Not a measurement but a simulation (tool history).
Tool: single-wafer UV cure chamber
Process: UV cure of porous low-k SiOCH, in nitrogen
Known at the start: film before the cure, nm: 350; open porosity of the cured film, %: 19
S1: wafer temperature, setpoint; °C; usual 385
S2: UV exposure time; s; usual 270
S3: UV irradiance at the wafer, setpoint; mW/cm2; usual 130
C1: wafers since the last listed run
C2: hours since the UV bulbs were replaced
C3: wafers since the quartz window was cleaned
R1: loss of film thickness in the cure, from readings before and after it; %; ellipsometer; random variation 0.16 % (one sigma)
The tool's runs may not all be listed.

run 1 day=0.000 | S1=385 S2=270 S3=130 | C1=0 C2=1964.8 C3=3949 | R1=12.626
run 2 day=0.421 | S1=385 S2=270 S3=130 | C1=54 C2=1974.9 C3=4003 | R1=12.706
run 3 day=0.750 | S1=385 S2=270 S3=130 | C1=42 C2=1982.8 C3=4046 | R1=13.065
run 4 day=1.475 | S1=385 S2=270 S3=130 | C1=94 C2=2000.2 C3=4140 | R1=12.715
-- day=2.292 quartz window cleaned
run 5 day=2.312 | S1=369 S2=390 S3=130 | C1=65 C2=2020.3 C3=2 | R1=14.230
run 6 day=2.721 | S1=369 S2=390 S3=130 | C1=52 C2=2030.1 C3=55 | R1=14.413
run 7 day=3.308 | S1=385 S2=325 S3=130 | C1=76 C2=2044.2 C3=131 | R1=13.875
-- day=3.750 UV bulbs replaced
run 8 day=3.771 | S1=375 S2=205 S3=130 | C1=16 C2=0.5 C3=148 | R1=11.441
run 9 day=4.304 | S1=385 S2=430 S3=130 | C1=69 C2=13.3 C3=217 | R1=15.332
run 10 day=4.642 | S1=385 S2=270 S3=130 | C1=43 C2=21.4 C3=261 | R1=12.901
run 11 day=5.317 | S1=369 S2=390 S3=130 | C1=87 C2=37.6 C3=349 | R1=14.231
run 12 day=5.717 | S1=394 S2=270 S3=169 | C1=51 C2=47.2 C3=401 | R1=14.356
run 13 day=6.092 | S1=385 S2=270 S3=91 | C1=48 C2=56.2 C3=449 | R1=11.234
run 14 day=6.425 | S1=385 S2=270 S3=93 | C1=43 C2=64.2 C3=492 | R1=11.334

Forecast each of these 4 alternatives for the next run:
run A day=6.446 | S1=397 S2=270 S3=130 | C1=2 C2=64.7 C3=495 | R1=?
run B day=6.446 | S1=385 S2=375 S3=130 | C1=2 C2=64.7 C3=495 | R1=?
run C day=6.446 | S1=370 S2=270 S3=130 | C1=2 C2=64.7 C3=495 | R1=?
run D day=6.446 | S1=385 S2=190 S3=150 | C1=2 C2=64.7 C3=495 | R1=?

run=A R1=13.398
run=B R1=14.738
run=C R1=12.885
run=D R1=12.204
Without the tool's hidden state the same runs would have given:
run=A R1=13.398
run=B R1=14.738
run=C R1=12.885
run=D R1=12.204
